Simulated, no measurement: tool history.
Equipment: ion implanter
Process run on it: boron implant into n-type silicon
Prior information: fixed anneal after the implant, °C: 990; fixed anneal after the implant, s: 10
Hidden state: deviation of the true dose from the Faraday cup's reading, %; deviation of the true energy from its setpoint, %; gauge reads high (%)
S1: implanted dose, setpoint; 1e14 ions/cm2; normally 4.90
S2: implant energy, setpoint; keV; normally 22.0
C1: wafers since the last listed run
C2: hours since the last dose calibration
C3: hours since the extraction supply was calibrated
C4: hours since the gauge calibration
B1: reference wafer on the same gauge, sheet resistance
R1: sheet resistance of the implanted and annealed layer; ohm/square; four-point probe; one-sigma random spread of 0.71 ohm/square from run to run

{"run": 1, "hour": 0.0, "S1": 4.9, "S2": 22.0, "C1": 0, "C2": 803.3, "C3": 5234.0, "C4": 970.4, "B1": 178.38, "R1": 213.01}
{"run": 2, "hour": 36.2, "S1": 4.9, "S2": 22.0, "C1": 978, "C2": 839.5, "C3": 5270.2, "C4": 1006.6, "B1": 178.47, "R1": 213.75}
{"run": 3, "hour": 81.3, "S1": 4.9, "S2": 22.0, "C1": 1218, "C2": 884.6, "C3": 5315.3, "C4": 1051.7, "B1": 178.42, "R1": 212.06}
{"run": 4, "hour": 159.3, "S1": 4.9, "S2": 22.0, "C1": 2107, "C2": 962.6, "C3": 5393.3, "C4": 1129.7, "B1": 177.86, "R1": 212.34}
{"run": 5, "hour": 221.0, "S1": 4.9, "S2": 22.0, "C1": 1667, "C2": 1024.3, "C3": 5455.0, "C4": 1191.4, "B1": 177.82, "R1": 213.87}
{"run": 6, "hour": 302.6, "S1": 4.9, "S2": 22.0, "C1": 2205, "C2": 1105.9, "C3": 5536.6, "C4": 1273.0, "B1": 177.34, "R1": 211.1}
{"run": 7, "hour": 364.9, "S1": 4.9, "S2": 22.0, "C1": 1683, "C2": 1168.2, "C3": 5598.9, "C4": 1335.3, "B1": 176.77, "R1": 211.94}
{"run": 8, "hour": 430.7, "S1": 4.9, "S2": 22.0, "C1": 1778, "C2": 1234.0, "C3": 5664.7, "C4": 1401.1, "B1": 176.46, "R1": 211.3}
{"run": 9, "hour": 507.6, "S1": 4.9, "S2": 22.0, "C1": 2078, "C2": 1310.9, "C3": 5741.6, "C4": 1478.0, "B1": 176.21, "R1": 210.82}
{"hour": 530.3, "done": "gauge calibrated"}
{"run": 10, "hour": 613.2, "S1": 4.9, "S2": 22.0, "C1": 2853, "C2": 1416.5, "C3": 5847.2, "C4": 82.9, "B1": 180.06, "R1": 215.7}
{"run": 11, "hour": 692.5, "S1": 4.9, "S2": 22.0, "C1": 2142, "C2": 1495.8, "C3": 5926.5, "C4": 162.2, "B1": 180.27, "R1": 214.29}
{"run": 12, "hour": 738.7, "S1": 5.28, "S2": 22.0, "C1": 1248, "C2": 1542.0, "C3": 5972.7, "C4": 208.4, "B1": 180.24, "R1": 202.71}
{"run": 13, "hour": 844.1, "S1": 5.96, "S2": 22.0, "C1": 2848, "C2": 1647.4, "C3": 6078.1, "C4": 313.8, "B1": 179.96, "R1": 184.75}
{"hour": 926.3, "done": "Faraday cup replaced and dose calibrated"}
{"run": 14, "hour": 943.8, "S1": 6.15, "S2": 15.0, "C1": 2478, "C2": 17.5, "C3": 6177.8, "C4": 413.5, "B1": 179.89, "R1": 183.42}
{"run": 15, "hour": 991.0, "S1": 6.26, "S2": 18.5, "C1": 1275, "C2": 64.7, "C3": 6225.0, "C4": 460.7, "B1": 179.79, "R1": 180.06}
{"hour": 1007.1, "done": "extraction supply calibrated"}
{"run": 16, "hour": 1075.1, "S1": 5.86, "S2": 22.0, "C1": 2056, "C2": 148.8, "C3": 68.0, "C4": 544.8, "B1": 179.55, "R1": 185.39}
{"run": 17, "hour": 1115.6, "S1": 4.9, "S2": 22.0, "C1": 1094, "C2": 189.3, "C3": 108.5, "C4": 585.3, "B1": 179.33, "R1": 214.14}
{"run": 18, "hour": 1174.4, "S1": 4.9, "S2": 18.5, "C1": 1588, "C2": 248.1, "C3": 167.3, "C4": 644.1, "B1": 179.35, "R1": 218.45}
{"run": 19, "hour": 1275.9, "S1": 4.9, "S2": 22.0, "C1": 2742, "C2": 349.6, "C3": 268.8, "C4": 745.6, "B1": 179.31, "R1": 214.17}
{"run": 20, "hour": 1329.0, "S1": 4.9, "S2": 22.0, "C1": 1434, "C2": 402.7, "C3": 321.9, "C4": 798.7, "B1": 178.89, "R1": 214.22}
{"run": 21, "hour": 1395.8, "S1": 5.81, "S2": 26.5, "C1": 1805, "C2": 469.5, "C3": 388.7, "C4": 865.5, "B1": 178.8, "R1": 183.71}
{"run": 22, "hour": 1459.1, "S1": 3.53, "S2": 27.5, "C1": 1710, "C2": 532.8, "C3": 452.0, "C4": 928.8, "B1": 178.64, "R1": 272.07}

What if the next run were any one of these 3? Each begins from the tool's condition after run 22:
{"run": "A", "hour": 1459.5, "S1": 4.9, "S2": 22.0, "C1": 10, "C2": 533.2, "C3": 452.4, "C4": 929.2, "B1": "?", "R1": "?"}
{"run": "B", "hour": 1459.5, "S1": 4.9, "S2": 25.0, "C1": 10, "C2": 533.2, "C3": 452.4, "C4": 929.2, "B1": "?", "R1": "?"}
{"run": "C", "hour": 1459.5, "S1": 5.84, "S2": 25.0, "C1": 10, "C2": 533.2, "C3": 452.4, "C4": 929.2, "B1": "?", "R1": "?"}

run=A B1=178.55 R1=213.54
run=B B1=178.55 R1=211.76
run=C B1=178.55 R1=183.85
Had the tool no hidden state, the same runs would have come out as:
run=A R1=215.36
run=B R1=213.56
run=C R1=185.42
